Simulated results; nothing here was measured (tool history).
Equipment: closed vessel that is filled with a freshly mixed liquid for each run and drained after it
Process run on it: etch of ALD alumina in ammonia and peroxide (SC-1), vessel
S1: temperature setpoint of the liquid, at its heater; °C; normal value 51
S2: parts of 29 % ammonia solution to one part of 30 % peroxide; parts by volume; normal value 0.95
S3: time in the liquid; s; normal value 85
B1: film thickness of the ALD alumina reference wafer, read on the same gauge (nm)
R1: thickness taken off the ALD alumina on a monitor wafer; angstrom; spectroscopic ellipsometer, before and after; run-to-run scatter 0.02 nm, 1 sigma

| run | hour | S1 | S2 | S3 | B1 | R1 |
|---|---|---|---|---|---|---|
| 1 | 0 | 51 | 0.95 | 100 | 49.95 | 88 |
| 2 | 49.9 | 51 | 0.95 | 85 | 50.04 | 74.9 |
| 3 | 123 | 51 | 0.95 | 85 | 50.02 | 74.9 |
| 4 | 183.3 | 51 | 0.95 | 85 | 49.98 | 74.4 |
| 5 | 268.2 | 51 | 0.95 | 85 | 49.98 | 75.5 |
| 6 | 376.2 | 51 | 0.95 | 85 | 50.02 | 75 |
| 7 | 420.3 | 51 | 0.95 | 85 | 49.96 | 74.9 |
| 8 | 513.6 | 51 | 0.95 | 85 | 50.01 | 76 |
| 9 | 599.2 | 51 | 1.2 | 65 | 50.03 | 59.3 |
| 10 | 664.3 | 51 | 0.95 | 85 | 49.98 | 76 |
| 11 | 741.3 | 51 | 1.2 | 85 | 49.94 | 77.3 |
| 12 | 803.4 | 51 | 0.95 | 105 | 49.97 | 93.4 |
| 13 | 872.4 | 56 | 0.55 | 120 | 50.05 | 132.6 |
| 14 | 913.6 | 51 | 1.15 | 60 | 50.04 | 54.2 |
| 15 | 983.2 | 59.5 | 1.2 | 40 | 50.01 | 56.6 |
| 16 | 1048.4 | 56.5 | 1.1 | 35 | 49.94 | 42.1 |
| 17 | 1129.9 | 43 | 1.2 | 120 | 49.98 | 69.9 |
| 18 | 1180.2 | 51 | 0.95 | 85 | 49.96 | 76.1 |
| 19 | 1221 | 48 | 0.95 | 85 | 49.97 | 64.2 |
| 20 | 1291 | 51 | 0.95 | 70 | 50 | 62.3 |
| 21 | 1343.9 | 51 | 0.95 | 130 | 49.97 | 116 |
| 22 | 1534.8 | 42.5 | 0.95 | 55 | 49.98 | 30 |
| 23 | 1635.8 | 51 | 0.95 | 85 | 50.02 | 75.3 |
| 24 | 1722.4 | 44.5 | 0.8 | 85 | 49.98 | 51.2 |
| 25 | 1767.8 | 51 | 0.95 | 85 | 49.96 | 75.3 |
| 26 | 1871.8 | 51 | 0.95 | 85 | 50.04 | 74.7 |
| 27 | 1917.1 | 56 | 0.75 | 85 | 49.97 | 95.5 |
| 28 | 2017.6 | 54 | 1.2 | 120 | 49.98 | 128.3 |
| 29 | 2094.5 | 57 | 1.2 | 45 | 49.99 | 56.1 |

Missing from the log above: 8 entries noted between runs. For each, name the pair of listed runs it sits between and say how the tool's hidden condition differs from the listed run just before to the listed run just after:
From run 4 to run 5: gauge calibrated (hour 203.1); new drum of ammonia solution connected (hour 230.4)
  liquid colder than its thermometer reads (K): 0.298 -> 0.314; ammonia solution weaker than its label (%): 11.2 -> 2.21
  the result without the hidden state subtracted from the measured one, R1: -2.1 -> -1.5 angstrom
From run 6 to run 7: ammonia flow meter replaced (hour 383.3)
  liquid colder than its thermometer reads (K): 0.333 -> 0.341; ammonia solution weaker than its label (%): 3.58 -> 4.14
  the result without the hidden state subtracted from the measured one, R1: -1.6 -> -1.7 angstrom
From run 7 to run 8: thermometer replaced (hour 492.3)
  liquid colder than its thermometer reads (K): 0.341 -> 0.0355; ammonia solution weaker than its label (%): 4.14 -> 5.33
  the result without the hidden state subtracted from the measured one, R1: -1.7 -> -0.5 angstrom
From run 14 to run 15: ammonia flow meter replaced (hour 927)
  liquid colder than its thermometer reads (K): 0.109 -> 0.122; ammonia solution weaker than its label (%): 10.4 -> 11.3
  the result without the hidden state subtracted from the measured one, R1: -0.9 -> -1 angstrom
From run 16 to run 17: new drum of ammonia solution connected (hour 1073.3)
  liquid colder than its thermometer reads (K): 0.134 -> 0.149; ammonia solution weaker than its label (%): 12.1 -> 0.81
  the result without the hidden state subtracted from the measured one, R1: -0.8 -> -0.6 angstrom
From run 22 to run 23: ammonia flow meter replaced (hour 1622.4)
  liquid colder than its thermometer reads (K): 0.223 -> 0.242; ammonia solution weaker than its label (%): 5.96 -> 7.25
  the result without the hidden state subtracted from the measured one, R1: -0.6 -> -1.5 angstrom
From run 27 to run 28: thermometer replaced (hour 1953.1)
  liquid colder than its thermometer reads (K): 0.294 -> 0.043; ammonia solution weaker than its label (%): 10.8 -> 12.1
  the result without the hidden state subtracted from the measured one, R1: -2.5 -> -1.8 angstrom
